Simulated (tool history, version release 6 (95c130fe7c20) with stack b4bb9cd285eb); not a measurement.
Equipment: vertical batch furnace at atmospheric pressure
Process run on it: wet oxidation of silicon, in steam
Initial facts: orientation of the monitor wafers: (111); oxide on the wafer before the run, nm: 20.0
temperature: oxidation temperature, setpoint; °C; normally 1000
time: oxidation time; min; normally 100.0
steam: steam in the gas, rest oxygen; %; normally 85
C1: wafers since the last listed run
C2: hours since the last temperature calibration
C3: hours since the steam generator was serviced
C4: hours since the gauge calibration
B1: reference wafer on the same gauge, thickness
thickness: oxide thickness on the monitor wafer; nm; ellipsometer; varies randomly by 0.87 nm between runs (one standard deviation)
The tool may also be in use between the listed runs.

{"run": 1, "hour": 0.0, "temperature": 1000, "time": 100.0, "steam": 85, "C1": 0, "C2": 2797.5, "C3": 1053.2, "C4": 234.4, "B1": 525.14, "thickness": 557.83}
{"run": 2, "hour": 20.9, "temperature": 1000, "time": 100.0, "steam": 81, "C1": 185, "C2": 2818.4, "C3": 1074.1, "C4": 255.3, "B1": 525.0, "thickness": 540.17}
{"run": 3, "hour": 39.9, "temperature": 1000, "time": 100.0, "steam": 81, "C1": 168, "C2": 2837.4, "C3": 1093.1, "C4": 274.3, "B1": 524.99, "thickness": 541.1}
{"run": 4, "hour": 50.4, "temperature": 1000, "time": 100.0, "steam": 81, "C1": 93, "C2": 2847.9, "C3": 1103.6, "C4": 284.8, "B1": 525.1, "thickness": 539.65}
{"run": 5, "hour": 68.5, "temperature": 1000, "time": 100.0, "steam": 92, "C1": 160, "C2": 2866.0, "C3": 1121.7, "C4": 302.9, "B1": 524.99, "thickness": 581.64}
{"run": 6, "hour": 80.3, "temperature": 1000, "time": 135.0, "steam": 85, "C1": 104, "C2": 2877.8, "C3": 1133.5, "C4": 314.7, "B1": 524.95, "thickness": 659.87}
{"run": 7, "hour": 99.6, "temperature": 1000, "time": 100.0, "steam": 85, "C1": 170, "C2": 2897.1, "C3": 1152.8, "C4": 334.0, "B1": 525.0, "thickness": 554.11}
{"run": 8, "hour": 113.5, "temperature": 1000, "time": 100.0, "steam": 85, "C1": 123, "C2": 2911.0, "C3": 1166.7, "C4": 347.9, "B1": 525.05, "thickness": 553.82}
{"hour": 141.6, "done": "thermocouples replaced and temperature profile calibrated"}
{"run": 9, "hour": 142.1, "temperature": 1000, "time": 100.0, "steam": 85, "C1": 40, "C2": 0.5, "C3": 1195.3, "C4": 376.5, "B1": 525.03, "thickness": 552.96}
{"run": 10, "hour": 147.4, "temperature": 1000, "time": 100.0, "steam": 94, "C1": 46, "C2": 5.8, "C3": 1200.6, "C4": 381.8, "B1": 524.92, "thickness": 587.05}
{"run": 11, "hour": 152.7, "temperature": 1000, "time": 100.0, "steam": 94, "C1": 46, "C2": 11.1, "C3": 1205.9, "C4": 387.1, "B1": 525.01, "thickness": 584.54}
{"hour": 180.5, "done": "gauge calibrated"}
{"hour": 187.7, "done": "steam generator serviced"}
{"run": 12, "hour": 188.2, "temperature": 1000, "time": 100.0, "steam": 74, "C1": 101, "C2": 46.6, "C3": 0.5, "C4": 7.7, "B1": 525.01, "thickness": 526.6}
{"run": 13, "hour": 193.5, "temperature": 1000, "time": 127.0, "steam": 85, "C1": 46, "C2": 51.9, "C3": 5.8, "C4": 13.0, "B1": 524.96, "thickness": 656.45}
{"run": 14, "hour": 200.0, "temperature": 1000, "time": 100.0, "steam": 85, "C1": 57, "C2": 58.4, "C3": 12.3, "C4": 19.5, "B1": 525.01, "thickness": 570.04}
{"run": 15, "hour": 216.2, "temperature": 1000, "time": 100.0, "steam": 85, "C1": 143, "C2": 74.6, "C3": 28.5, "C4": 35.7, "B1": 524.94, "thickness": 572.05}
{"run": 16, "hour": 237.2, "temperature": 1000, "time": 100.0, "steam": 85, "C1": 186, "C2": 95.6, "C3": 49.5, "C4": 56.7, "B1": 525.2, "thickness": 572.62}
{"run": 17, "hour": 249.1, "temperature": 1000, "time": 68.0, "steam": 75, "C1": 105, "C2": 107.5, "C3": 61.4, "C4": 68.6, "B1": 525.0, "thickness": 419.72}
{"run": 18, "hour": 260.6, "temperature": 1019, "time": 66.5, "steam": 94, "C1": 101, "C2": 119.0, "C3": 72.9, "C4": 80.1, "B1": 525.02, "thickness": 523.11}
{"run": 19, "hour": 271.3, "temperature": 979, "time": 73.0, "steam": 77, "C1": 94, "C2": 129.7, "C3": 83.6, "C4": 90.8, "B1": 525.06, "thickness": 395.18}
{"run": 20, "hour": 281.2, "temperature": 1018, "time": 76.0, "steam": 74, "C1": 87, "C2": 139.6, "C3": 93.5, "C4": 100.7, "B1": 524.95, "thickness": 489.68}
{"run": 21, "hour": 290.6, "temperature": 981, "time": 100.0, "steam": 73, "C1": 83, "C2": 149.0, "C3": 102.9, "C4": 110.1, "B1": 524.89, "thickness": 471.72}
{"run": 22, "hour": 312.5, "temperature": 978, "time": 100.0, "steam": 75, "C1": 193, "C2": 170.9, "C3": 124.8, "C4": 132.0, "B1": 525.08, "thickness": 469.45}
{"run": 23, "hour": 331.5, "temperature": 1000, "time": 52.0, "steam": 85, "C1": 168, "C2": 189.9, "C3": 143.8, "C4": 151.0, "B1": 524.97, "thickness": 386.2}

3 options for the next run, each taken on its own from the tool as it stands now. Forecast them:
{"run": "A", "hour": 336.9, "temperature": 1000, "time": 100.0, "steam": 85, "C1": 47, "C2": 195.3, "C3": 149.2, "C4": 156.4, "B1": "?", "thickness": "?"}
{"run": "B", "hour": 336.9, "temperature": 1000, "time": 100.0, "steam": 96, "C1": 47, "C2": 195.3, "C3": 149.2, "C4": 156.4, "B1": "?", "thickness": "?"}
{"run": "C", "hour": 336.9, "temperature": 1000, "time": 100.0, "steam": 76, "C1": 47, "C2": 195.3, "C3": 149.2, "C4": 156.4, "B1": "?", "thickness": "?"}

run=A B1=525.06 thickness=571.14
run=B B1=525.06 thickness=613.38
run=C B1=525.06 thickness=534.61
With the hidden condition removed and each run's random variation left untouched, the same runs would have given:
run=A thickness=576.92
run=B thickness=619.53
run=C thickness=540.06
